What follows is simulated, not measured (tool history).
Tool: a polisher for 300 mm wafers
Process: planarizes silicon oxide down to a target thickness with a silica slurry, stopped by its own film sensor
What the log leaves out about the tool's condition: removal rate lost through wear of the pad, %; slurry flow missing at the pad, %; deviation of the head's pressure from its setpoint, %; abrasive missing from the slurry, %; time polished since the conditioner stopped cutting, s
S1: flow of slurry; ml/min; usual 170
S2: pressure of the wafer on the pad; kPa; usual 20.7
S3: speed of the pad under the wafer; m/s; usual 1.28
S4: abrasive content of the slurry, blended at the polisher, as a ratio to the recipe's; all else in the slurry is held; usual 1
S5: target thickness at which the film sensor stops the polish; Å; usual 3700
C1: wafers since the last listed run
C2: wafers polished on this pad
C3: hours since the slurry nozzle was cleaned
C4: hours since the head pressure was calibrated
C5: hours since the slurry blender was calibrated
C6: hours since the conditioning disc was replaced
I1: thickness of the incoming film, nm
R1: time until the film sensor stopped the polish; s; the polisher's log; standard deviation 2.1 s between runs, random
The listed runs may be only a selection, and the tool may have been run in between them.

run	hour	S1	S2	S3	S4	S5	C1	C2	C3	C4	C5	C6	I1	R1
1	0	200	20.7	1.28	1	3700	0	615	355.3	1205.9	225.7	602.4	681.6	168.1
2	6.3	200	20.7	1.28	1	3700	34	650	361.6	1212.2	232	608.7	678.8	169.3
3	16.2	170	20.7	1.28	1	3700	53	704	371.5	1222.1	241.9	618.6	681.7	171.6
# hour 25.9: slurry blender recalibrated
4	26.4	170	24.8	1.12	1	3700	44	748	381.7	1232.3	0.5	628.8	683.9	164
5	42.4	170	24.8	1.12	1	3700	87	836	397.7	1248.3	16.5	644.8	686.2	163.7
6	51.9	170	20.7	1.28	1	3700	51	887	407.2	1257.8	26	654.3	676	170.1
7	61.5	170	20.7	1.28	1	3700	52	940	416.8	1267.4	35.6	663.9	692	176.3
# hour 66.8: conditioning disc replaced and pad reconditioned
# hour 71.4: head pressure recalibrated
8	71.9	170	20.7	1.28	1	3700	34	975	427.2	0.5	46	5.1	682	170.9
9	80.7	210	15.9	1.28	1.25	4400	47	1023	436	9.3	54.8	13.9	673.2	132.7
10	94.7	170	20.7	1.28	0.85	4340	76	1099	450	23.3	68.8	27.9	677.1	148.7
11	102.4	170	25.5	1.1	1	3700	41	1141	457.7	31	76.5	35.6	692.8	169.5
# hour 115.1: worn pad replaced by a new one
12	118.9	170	20.7	1.62	1	3700	68	20	474.2	47.5	93	52.1	678.4	158.2
13	130.5	170	18.6	0.96	1.1	4210	63	83	485.8	59.1	104.6	63.7	680.7	182.9
14	137.6	170	16.5	1.28	1	4430	38	122	492.9	66.2	111.7	70.8	681.3	164.9
15	147.2	170	20.7	1.28	1	3700	52	174	502.5	75.8	121.3	80.4	685.3	190.9
# hour 155: slurry nozzle cleaned
16	156.2	170	17.9	1.28	1	3700	43	218	1.2	84.8	130.3	89.4	683.1	206.8
17	168.3	210	20.7	1.28	0.9	3700	65	284	13.3	96.9	142.4	101.5	667.2	187.9
18	175	145	20.7	1.28	1	3700	36	320	20	103.6	149.1	108.2	673.6	195.5
# hour 185.3: worn pad replaced by a new one, repeated, since the last time left the tool worse
19	185.8	145	20.7	0.88	0.8	3700	37	2	30.8	114.4	159.9	119	690.6	227.6
20	192.2	145	20.7	1.28	1	3070	34	37	37.2	120.8	166.3	125.4	684.7	200.7
21	199.6	125	18.6	1.62	0.85	3700	40	77	44.6	128.2	173.7	132.8	679.1	176.4
22	219.6	170	20.7	1.62	1	3700	109	186	64.6	148.2	193.7	152.8	687.2	145.8
23	230.4	200	20.7	0.96	1.15	4490	58	245	75.4	159	204.5	163.6	688.1	133.6
24	237.1	170	20.7	1.28	1	4500	36	282	82.1	165.7	211.2	170.3	683.7	125.5
25	249.6	170	20.7	1.28	1	3700	68	350	94.6	178.2	223.7	182.8	677.2	162.2
# hour 262.9: slurry blender recalibrated
26	288.9	170	20.7	1.28	1	3700	203	553	133.9	217.5	26	222.1	680.9	169

Each row is a separate what-if for the run after 26, all from the same tool condition, not one after another. Results?
A	289.4	170	20.7	1.28	1	3700	2	556	134.4	218	26.5	222.6	681.4	?
B	289.4	155	15.9	1.62	1	3700	2	556	134.4	218	26.5	222.6	681.4	?
C	289.4	170	22.8	1.28	1	3100	2	556	134.4	218	26.5	222.6	681.4	?
D	289.4	170	20.7	1.28	1.15	3110	2	556	134.4	218	26.5	222.6	681.4	?

run	R1
A	168
B	175.7
C	188.1
D	186.6
Without the tool's unlogged condition, the same runs would have read:
run	R1
A	157.5
B	164.6
C	176.3
D	174.9
